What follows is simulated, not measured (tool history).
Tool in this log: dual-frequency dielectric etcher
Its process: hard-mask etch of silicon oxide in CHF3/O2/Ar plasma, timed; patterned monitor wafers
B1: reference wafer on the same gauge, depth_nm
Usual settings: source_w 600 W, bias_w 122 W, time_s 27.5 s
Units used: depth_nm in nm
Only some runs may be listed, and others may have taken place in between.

{"run": 1, "hour": 0.0, "source_w": 600, "bias_w": 122, "time_s": 27.5, "B1": 51.7, "depth_nm": 49.21}
{"run": 2, "hour": 16.1, "source_w": 600, "bias_w": 122, "time_s": 27.5, "B1": 51.69, "depth_nm": 49.27}
{"run": 3, "hour": 23.7, "source_w": 600, "bias_w": 122, "time_s": 27.5, "B1": 51.7, "depth_nm": 49.1}
{"run": 4, "hour": 37.5, "source_w": 600, "bias_w": 122, "time_s": 27.5, "B1": 51.69, "depth_nm": 49.23}
{"hour": 58.2, "done": "gauge calibrated"}
{"hour": 69.6, "done": "upper electrode replaced"}
{"run": 5, "hour": 70.1, "source_w": 600, "bias_w": 122, "time_s": 27.5, "B1": 51.69, "depth_nm": 49.28}
{"run": 6, "hour": 70.4, "source_w": 600, "bias_w": 122, "time_s": 21, "B1": 51.73, "depth_nm": 37.6}
{"run": 7, "hour": 81.3, "source_w": 500, "bias_w": 122, "time_s": 24.5, "B1": 51.7, "depth_nm": 40.85}
{"run": 8, "hour": 94.6, "source_w": 500, "bias_w": 122, "time_s": 24.5, "B1": 51.71, "depth_nm": 40.91}
{"run": 9, "hour": 108.5, "source_w": 600, "bias_w": 122, "time_s": 24, "B1": 51.69, "depth_nm": 43.07}
{"run": 10, "hour": 126.5, "source_w": 600, "bias_w": 122, "time_s": 27.5, "B1": 51.7, "depth_nm": 49.16}
{"run": 11, "hour": 135.3, "source_w": 500, "bias_w": 122, "time_s": 24.5, "B1": 51.7, "depth_nm": 40.93}
{"run": 12, "hour": 147.3, "source_w": 600, "bias_w": 141, "time_s": 27.5, "B1": 51.7, "depth_nm": 51.93}
{"run": 13, "hour": 160.1, "source_w": 550, "bias_w": 150, "time_s": 27.5, "B1": 51.7, "depth_nm": 51.39}
{"run": 14, "hour": 168.4, "source_w": 700, "bias_w": 103, "time_s": 33.5, "B1": 51.68, "depth_nm": 60.18}
{"run": 15, "hour": 183.9, "source_w": 600, "bias_w": 122, "time_s": 24, "B1": 51.71, "depth_nm": 43.18}
{"hour": 212.1, "done": "wet clean of the chamber"}
{"hour": 215.6, "done": "bias power generator calibrated"}
{"hour": 217.2, "done": "source power generator calibrated"}
{"run": 16, "hour": 217.7, "source_w": 600, "bias_w": 122, "time_s": 27.5, "B1": 51.7, "depth_nm": 48.93}
{"run": 17, "hour": 218.0, "source_w": 650, "bias_w": 132, "time_s": 29.5, "B1": 51.71, "depth_nm": 55.71}
{"run": 18, "hour": 218.3, "source_w": 450, "bias_w": 122, "time_s": 23, "B1": 51.7, "depth_nm": 36.64}
{"run": 19, "hour": 222.3, "source_w": 600, "bias_w": 122, "time_s": 27.5, "B1": 51.69, "depth_nm": 48.97}
{"run": 20, "hour": 233.5, "source_w": 550, "bias_w": 146, "time_s": 22, "B1": 51.69, "depth_nm": 40.44}
{"run": 21, "hour": 244.5, "source_w": 650, "bias_w": 132, "time_s": 29.5, "B1": 51.71, "depth_nm": 55.47}
{"run": 22, "hour": 257.2, "source_w": 510, "bias_w": 105, "time_s": 20, "B1": 51.71, "depth_nm": 31.86}
{"run": 23, "hour": 272.1, "source_w": 740, "bias_w": 145, "time_s": 22.5, "B1": 51.71, "depth_nm": 46.18}
{"run": 24, "hour": 287.6, "source_w": 520, "bias_w": 122, "time_s": 34.5, "B1": 51.7, "depth_nm": 58.29}
{"run": 25, "hour": 298.5, "source_w": 700, "bias_w": 138, "time_s": 20.5, "B1": 51.69, "depth_nm": 40.36}
{"run": 26, "hour": 315.8, "source_w": 600, "bias_w": 104, "time_s": 27.5, "B1": 51.69, "depth_nm": 46.48}
{"run": 27, "hour": 325.6, "source_w": 600, "bias_w": 135, "time_s": 22, "B1": 51.71, "depth_nm": 40.62}
{"run": 28, "hour": 335.3, "source_w": 660, "bias_w": 104, "time_s": 34, "B1": 51.7, "depth_nm": 59.65}
{"run": 29, "hour": 344.3, "source_w": 600, "bias_w": 122, "time_s": 33.5, "B1": 51.72, "depth_nm": 59.67}

Measured result minus the same run's result without the hidden state. Both carry the same run-to-run variation, though not necessarily the same gauge scatter:
What the log doesn't record here: etch rate over this chamber's usual, %; source power that arrives over what is set, %; bias power that arrives over what is set, %; gauge reads high (%).
run=1 depth_nm=+0.18
run=2 depth_nm=+0.19
run=3 depth_nm=+0.2
run=4 depth_nm=+0.22
run=5 depth_nm=+0.25
run=6 depth_nm=+0.19
run=7 depth_nm=+0.21
run=8 depth_nm=+0.22
run=9 depth_nm=+0.25
run=10 depth_nm=+0.3
run=11 depth_nm=+0.26
run=12 depth_nm=+0.35
run=13 depth_nm=+0.35
run=14 depth_nm=+0.42
run=15 depth_nm=+0.32
run=16 depth_nm=-0.04
run=17 depth_nm=-0.04
run=18 depth_nm=-0.02
run=19 depth_nm=-0.03
run=20 depth_nm=-0.02
run=21 depth_nm=-0.02
run=22 depth_nm=+0
run=23 depth_nm=+0.01
run=24 depth_nm=+0.04
run=25 depth_nm=+0.03
run=26 depth_nm=+0.06
run=27 depth_nm=+0.06
run=28 depth_nm=+0.1
run=29 depth_nm=+0.1
